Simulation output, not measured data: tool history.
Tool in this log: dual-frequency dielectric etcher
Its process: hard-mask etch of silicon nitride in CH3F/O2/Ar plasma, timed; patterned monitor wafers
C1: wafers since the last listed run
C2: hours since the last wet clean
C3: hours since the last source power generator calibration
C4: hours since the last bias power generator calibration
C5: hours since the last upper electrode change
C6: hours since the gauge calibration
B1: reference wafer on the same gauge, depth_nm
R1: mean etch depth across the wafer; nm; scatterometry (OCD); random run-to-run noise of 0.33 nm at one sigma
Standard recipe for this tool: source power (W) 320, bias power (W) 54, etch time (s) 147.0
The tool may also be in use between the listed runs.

run 1 day=0.000 | source_power_(W)=340 bias_power_(W)=54 etch_time_(s)=177.5 | C1=0 C2=399.0 C3=4337.7 C4=2844.6 C5=2684.0 C6=560.6 | B1=70.9 | R1=106.2
-- day=0.075 wet clean of the chamber
run 2 day=1.950 | source_power_(W)=320 bias_power_(W)=54 etch_time_(s)=147.0 | C1=431 C2=45.0 C3=4384.5 C4=2891.4 C5=2730.8 C6=607.4 | B1=70.9 | R1=84.8
run 3 day=3.158 | source_power_(W)=320 bias_power_(W)=54 etch_time_(s)=147.0 | C1=278 C2=74.0 C3=4413.5 C4=2920.4 C5=2759.8 C6=636.4 | B1=70.9 | R1=83.5
run 4 day=5.296 | source_power_(W)=320 bias_power_(W)=54 etch_time_(s)=147.0 | C1=492 C2=125.3 C3=4464.8 C4=2971.7 C5=2811.1 C6=687.7 | B1=70.9 | R1=84.4
run 5 day=7.329 | source_power_(W)=320 bias_power_(W)=54 etch_time_(s)=147.0 | C1=468 C2=174.1 C3=4513.6 C4=3020.5 C5=2859.9 C6=736.5 | B1=70.9 | R1=84.4
run 6 day=11.358 | source_power_(W)=320 bias_power_(W)=54 etch_time_(s)=147.0 | C1=927 C2=270.8 C3=4610.3 C4=3117.2 C5=2956.6 C6=833.2 | B1=71.0 | R1=85.8
run 7 day=13.854 | source_power_(W)=320 bias_power_(W)=54 etch_time_(s)=147.0 | C1=574 C2=330.7 C3=4670.2 C4=3177.1 C5=3016.5 C6=893.1 | B1=70.9 | R1=86.1
-- day=15.342 wet clean of the chamber
run 8 day=16.383 | source_power_(W)=320 bias_power_(W)=54 etch_time_(s)=147.0 | C1=352 C2=25.0 C3=4730.9 C4=3237.8 C5=3077.2 C6=953.8 | B1=70.9 | R1=83.7
run 9 day=19.296 | source_power_(W)=320 bias_power_(W)=54 etch_time_(s)=147.0 | C1=670 C2=94.9 C3=4800.8 C4=3307.7 C5=3147.1 C6=1023.7 | B1=70.8 | R1=84.1
run 10 day=21.146 | source_power_(W)=320 bias_power_(W)=54 etch_time_(s)=147.0 | C1=426 C2=139.3 C3=4845.2 C4=3352.1 C5=3191.5 C6=1068.1 | B1=70.9 | R1=84.3
-- day=22.808 gauge calibrated
run 11 day=23.992 | source_power_(W)=260 bias_power_(W)=54 etch_time_(s)=147.0 | C1=655 C2=207.6 C3=4913.5 C4=3420.4 C5=3259.8 C6=28.4 | B1=70.9 | R1=79.9
run 12 day=25.138 | source_power_(W)=290 bias_power_(W)=62 etch_time_(s)=120.5 | C1=263 C2=235.1 C3=4941.0 C4=3447.9 C5=3287.3 C6=55.9 | B1=70.9 | R1=70.6
-- day=25.308 bias power generator calibrated
run 13 day=26.367 | source_power_(W)=320 bias_power_(W)=58 etch_time_(s)=147.0 | C1=244 C2=264.6 C3=4970.5 C4=25.4 C5=3316.8 C6=85.4 | B1=70.8 | R1=86.7
-- day=27.642 upper electrode replaced, of another model than before
run 14 day=27.746 | source_power_(W)=320 bias_power_(W)=54 etch_time_(s)=185.0 | C1=87 C2=297.7 C3=5003.6 C4=58.5 C5=2.5 C6=118.5 | B1=70.9 | R1=107.6
run 15 day=30.017 | source_power_(W)=320 bias_power_(W)=54 etch_time_(s)=147.0 | C1=522 C2=352.2 C3=5058.1 C4=113.0 C5=57.0 C6=173.0 | B1=70.9 | R1=85.6
-- day=31.871 wet clean of the chamber
run 16 day=32.404 | source_power_(W)=370 bias_power_(W)=68 etch_time_(s)=183.5 | C1=319 C2=12.8 C3=5115.4 C4=170.3 C5=114.3 C6=230.3 | B1=71.0 | R1=123.5
-- day=33.479 source power generator calibrated
run 17 day=34.262 | source_power_(W)=250 bias_power_(W)=64 etch_time_(s)=163.5 | C1=389 C2=57.4 C3=18.8 C4=214.9 C5=158.9 C6=274.9 | B1=70.9 | R1=88.2
run 18 day=35.550 | source_power_(W)=320 bias_power_(W)=54 etch_time_(s)=147.0 | C1=296 C2=88.3 C3=49.7 C4=245.8 C5=189.8 C6=305.8 | B1=70.9 | R1=84.2
run 19 day=38.492 | source_power_(W)=360 bias_power_(W)=40 etch_time_(s)=147.0 | C1=677 C2=158.9 C3=120.3 C4=316.4 C5=260.4 C6=376.4 | B1=70.9 | R1=79.0
run 20 day=41.921 | source_power_(W)=390 bias_power_(W)=58 etch_time_(s)=159.5 | C1=789 C2=241.2 C3=202.6 C4=398.7 C5=342.7 C6=458.7 | B1=70.8 | R1=104.6
run 21 day=44.829 | source_power_(W)=400 bias_power_(W)=48 etch_time_(s)=131.5 | C1=669 C2=311.0 C3=272.4 C4=468.5 C5=412.5 C6=528.5 | B1=70.9 | R1=81.7
-- day=48.208 wet clean of the chamber
run 22 day=48.229 | source_power_(W)=320 bias_power_(W)=54 etch_time_(s)=126.0 | C1=552 C2=0.5 C3=354.0 C4=550.1 C5=494.1 C6=610.1 | B1=70.9 | R1=71.6
run 23 day=51.633 | source_power_(W)=320 bias_power_(W)=54 etch_time_(s)=147.0 | C1=783 C2=82.2 C3=435.7 C4=631.8 C5=575.8 C6=691.8 | B1=70.9 | R1=83.1

3 ways to go on from here, each from the tool as it stands after run 23. What would each give?
run A day=51.654 | source_power_(W)=400 bias_power_(W)=54 etch_time_(s)=147.0 | C1=4 C2=82.7 C3=436.2 C4=632.3 C5=576.3 C6=692.3 | B1=? | R1=?
run B day=51.654 | source_power_(W)=350 bias_power_(W)=68 etch_time_(s)=189.5 | C1=4 C2=82.7 C3=436.2 C4=632.3 C5=576.3 C6=692.3 | B1=? | R1=?
run C day=51.654 | source_power_(W)=270 bias_power_(W)=60 etch_time_(s)=174.0 | C1=4 C2=82.7 C3=436.2 C4=632.3 C5=576.3 C6=692.3 | B1=? | R1=?

run=A B1=71.0 R1=93.8
run=B B1=71.0 R1=124.8
run=C B1=71.0 R1=94.8
Without the tool's hidden state the same runs would have given:
run=A R1=93.7
run=B R1=124.7
run=C R1=94.8
